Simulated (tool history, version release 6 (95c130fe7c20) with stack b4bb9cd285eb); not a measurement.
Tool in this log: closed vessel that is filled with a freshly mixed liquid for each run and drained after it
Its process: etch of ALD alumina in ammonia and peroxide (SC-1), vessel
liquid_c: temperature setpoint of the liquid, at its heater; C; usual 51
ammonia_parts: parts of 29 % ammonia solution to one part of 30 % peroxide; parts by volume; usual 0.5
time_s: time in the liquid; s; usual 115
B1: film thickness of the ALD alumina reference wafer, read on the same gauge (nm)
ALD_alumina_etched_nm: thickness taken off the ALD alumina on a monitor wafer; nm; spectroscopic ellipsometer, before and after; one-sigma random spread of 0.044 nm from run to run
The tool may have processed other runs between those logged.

Run 1, hour 0: usual settings but ammonia_parts 0.6 parts by volume; B1 113.56. Result: ALD_alumina_etched_nm 4.94 nm.
Run 2, hour 51.7: usual settings but liquid_c 57.5 C, time_s 95 s; B1 113.4. Result: ALD_alumina_etched_nm 5.59 nm.
Run 3, hour 147.1: usual settings but liquid_c 57.5 C, time_s 95 s; B1 113.04. Result: ALD_alumina_etched_nm 5.57 nm.
Run 4, hour 186.8: usual settings; B1 112.93. Result: ALD_alumina_etched_nm 4.77 nm.
At hour 202.3: ammonia flow meter replaced.
Run 5, hour 246.1: usual settings; B1 112.7. Result: ALD_alumina_etched_nm 4.77 nm.
Run 6, hour 345.2: usual settings; B1 112.35. Result: ALD_alumina_etched_nm 4.83 nm.
At hour 364.8: thermometer replaced.
Run 7, hour 416.9: usual settings but liquid_c 55.5 C, time_s 95 s; B1 112.13. Result: ALD_alumina_etched_nm 4.94 nm.
At hour 573.7: new drum of ammonia solution connected.
Run 8, hour 707.4: usual settings; B1 111.06. Result: ALD_alumina_etched_nm 4.68 nm.
Run 9, hour 784.8: usual settings; B1 110.79. Result: ALD_alumina_etched_nm 4.75 nm.
Run 10, hour 842.1: usual settings but ammonia_parts 0.65 parts by volume; B1 110.6. Result: ALD_alumina_etched_nm 4.77 nm.
Run 11, hour 1089.5: usual settings but liquid_c 58 C; B1 109.73. Result: ALD_alumina_etched_nm 6.67 nm.
Run 12, hour 1129.4: usual settings; B1 109.57. Result: ALD_alumina_etched_nm 4.67 nm.
Run 13, hour 1210.5: usual settings but ammonia_parts 0.6 parts by volume; B1 109.29. Result: ALD_alumina_etched_nm 4.73 nm.
At hour 1262.3: new drum of ammonia solution connected.
Run 14, hour 1274.5: usual settings; B1 109.05. Result: ALD_alumina_etched_nm 4.55 nm.
At hour 1306.2: gauge calibrated.
Run 15, hour 1356.8: usual settings but liquid_c 42.5 C, time_s 80 s; B1 118.26. Result: ALD_alumina_etched_nm 2.14 nm.
Run 16, hour 1485.2: usual settings but ammonia_parts 0.7 parts by volume; B1 117.75. Result: ALD_alumina_etched_nm 5.12 nm.
Run 17, hour 1552.4: usual settings; B1 117.53. Result: ALD_alumina_etched_nm 4.95 nm.
Run 18, hour 1599.2: usual settings but liquid_c 57 C, time_s 150 s; B1 117.37. Result: ALD_alumina_etched_nm 8.92 nm.
Run 19, hour 1660.2: usual settings but liquid_c 46 C, ammonia_parts 0.4 parts by volume, time_s 90 s; B1 117.2. Result: ALD_alumina_etched_nm 2.89 nm.
Run 20, hour 1727.8: usual settings but time_s 50 s; B1 116.91. Result: ALD_alumina_etched_nm 2.18 nm.
Run 21, hour 1792.1: usual settings but liquid_c 48 C, time_s 165 s; B1 116.71. Result: ALD_alumina_etched_nm 6.06 nm.
Run 22, hour 1851.1: usual settings but ammonia_parts 0.3 parts by volume, time_s 55 s; B1 116.48. Result: ALD_alumina_etched_nm 2.24 nm.
Run 23, hour 1927.3: usual settings; B1 116.2. Result: ALD_alumina_etched_nm 4.87 nm.
At hour 1958.1: new drum of ammonia solution connected.
Run 24, hour 2161.5: usual settings but liquid_c 47 C, ammonia_parts 0.7 parts by volume, time_s 145 s; B1 115.38. Result: ALD_alumina_etched_nm 5.17 nm.
Run 25, hour 2249.3: usual settings but ammonia_parts 0.3 parts by volume, time_s 135 s; B1 115.08. Result: ALD_alumina_etched_nm 5.54 nm.
Run 26, hour 2299.8: usual settings but liquid_c 48 C, time_s 165 s; B1 114.88. Result: ALD_alumina_etched_nm 5.85 nm.
Run 27, hour 2336.5: usual settings but time_s 85 s; B1 114.77. Result: ALD_alumina_etched_nm 3.61 nm.
Run 28, hour 2406.7: usual settings but time_s 160 s; B1 114.53. Result: ALD_alumina_etched_nm 6.75 nm.
Run 29, hour 2456.2: usual settings; B1 114.37. Result: ALD_alumina_etched_nm 4.85 nm.

Had the tool no unlogged condition, and each run kept its random variation, what would the results have been?
The tool's hidden condition here consists of: liquid hotter than its thermometer reads (K); ammonia flow below the setpoint (%); ammonia solution weaker than its label (%); gauge reads high (%).
run  ALD_alumina_etched_nm
  1                   5.22
  2                   5.91
  3                   5.92
  4                   5.07
  5                   5.07
  6                   5.16
  7                   5.29
  8                   5.06
  9                   5.14
 10                   5.18
 11                    7.3
 12                   5.11
 13                   5.19
 14                   5.01
 15                   2.17
 16                   5.22
 17                   5.05
 18                   9.12
 19                   2.96
 20                   2.24
 21                   6.23
 22                   2.31
 23                   5.03
 24                   5.37
 25                   5.78
 26                   6.11
 27                   3.78
 28                   7.07
 29                   5.09

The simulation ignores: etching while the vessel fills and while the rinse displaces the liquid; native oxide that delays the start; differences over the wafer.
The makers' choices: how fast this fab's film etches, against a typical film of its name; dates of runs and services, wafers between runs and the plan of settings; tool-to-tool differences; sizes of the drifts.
